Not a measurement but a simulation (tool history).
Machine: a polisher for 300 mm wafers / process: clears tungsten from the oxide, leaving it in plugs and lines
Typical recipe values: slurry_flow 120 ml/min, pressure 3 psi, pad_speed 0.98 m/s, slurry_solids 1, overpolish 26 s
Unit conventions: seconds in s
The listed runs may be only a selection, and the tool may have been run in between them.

run,hour,slurry_flow,pressure,pad_speed,slurry_solids,overpolish,wafers since the last listed run,wafers polished on this pad,hours since the slurry nozzle was cleaned,hours since the head pressure was calibrated,hours since the slurry blender was calibrated,hours since the slurry got fresh peroxide,"incoming thickness of the incoming film, nm",seconds
1,0,120,3,0.98,1,26,0,1816,146,77.1,521.7,302.7,291.3,65.7
# hour 16.4: slurry blender recalibrated
2,65.8,120,3,0.98,1,26,376,2193,211.8,142.9,49.4,368.5,291.4,69.9
3,132.6,120,3,0.84,0.85,26,394,2588,278.6,209.7,116.2,435.3,291.3,81
# hour 156.1: worn pad replaced by a new one
4,165.6,140,3,1.3,0.8,41,171,56,311.6,242.7,149.2,468.3,293.3,54.9
5,207.4,120,2.1,0.98,1,18,246,303,353.4,284.5,191,510.1,291.1,99.5
# hour 222.9: slurry tank refilled with fresh slurry and peroxide
6,255.2,145,3,0.98,1.3,26,276,579,401.2,332.3,238.8,32.3,293.4,66.7
# hour 277.1: slurry nozzle cleaned
7,311.5,90,3,1.18,1.25,37,326,906,34.4,388.6,295.1,88.6,286.9,55.8
8,348.7,90,2.4,0.98,1,26,219,1126,71.6,425.8,332.3,125.8,287.3,85.1
9,378.1,120,3,0.98,1,26,173,1299,101,455.2,361.7,155.2,296.2,65.3
10,415,120,3.9,0.98,1,26,217,1517,137.9,492.1,398.6,192.1,289.7,52.7
11,452.9,155,3,0.84,0.85,14,223,1741,175.8,530,436.5,230,293.1,78.7
# hour 470.4: head pressure recalibrated
# hour 492.3: slurry blender recalibrated
12,492.8,120,3,0.98,1,26,212,1953,215.7,22.4,0.5,269.9,290,67.3
13,549.4,95,3,0.8,1,26,334,2287,272.3,79,57.1,326.5,291.3,86.5
# hour 593.1: worn pad replaced by a new one
14,677.5,85,3,0.98,1,33,733,498,400.4,207.1,185.2,454.6,289.2,74.9
# hour 683.3: slurry tank refilled with fresh slurry and peroxide
# hour 788.6: slurry nozzle cleaned
15,844.1,140,3,1.22,1,26,972,1470,55.5,373.7,351.8,160.8,294.5,55
16,890.8,85,3,1.32,0.75,17,275,1746,102.2,420.4,398.5,207.5,291.7,57.4
17,941.3,120,3,0.98,1,26,298,2044,152.7,470.9,449,258,287.2,66.5
# hour 971.3: slurry blender recalibrated
18,971.8,120,3,0.98,1,26,168,2213,183.2,501.4,0.5,288.5,293.2,67.4
19,1018.2,90,3,0.68,1,26,274,2487,229.6,547.8,46.9,334.9,291.8,99.1
20,1050.7,120,3,0.98,1,26,191,2679,262.1,580.3,79.4,367.4,286.4,66.8
21,1075.1,120,3,0.98,1,26,144,2823,286.5,604.7,103.8,391.8,289.1,67.4
# hour 1097.9: worn pad replaced by a new one
22,1141.9,80,3,0.98,1,26,370,260,353.3,671.5,170.6,458.6,286.5,73.5
# hour 1150.7: head pressure recalibrated
# hour 1154.5: slurry tank refilled with fresh slurry and peroxide
23,1183.4,85,3,0.98,1,26,227,487,394.8,32.7,212.1,28.9,292.6,74.3
24,1244.5,120,3,1.14,1,26,360,848,455.9,93.8,273.2,90,288.6,61.9
25,1269.6,120,2.1,0.98,1,26,148,996,481,118.9,298.3,115.1,294.4,106.2
26,1322,120,3,0.98,1,26,309,1306,533.4,171.3,350.7,167.5,289.9,72.2

Table of differences, measured result less the result of that run with no hidden state. Run-to-run variation is the same in both. Gauge scatter possibly is not:
The hidden state here: removal rate lost through wear of the pad, %; slurry flow missing at the pad, %; deviation of the head's pressure from its setpoint, %; abrasive missing from the slurry, %; peroxide lost from the slurry, %.
run,seconds
1,+1.2
2,+1.8
3,+3
4,+2.2
5,+5.3
6,+4
7,+0.1
8,+0.2
9,+0.3
10,+0.4
11,+0.6
12,+1
13,+2.2
14,+4.7
15,+0.1
16,+0.2
17,+0.5
18,+0.7
19,+1.8
20,+1.3
21,+1.6
22,+3.5
23,+4.5
24,+4.3
25,+8.4
26,+7.6
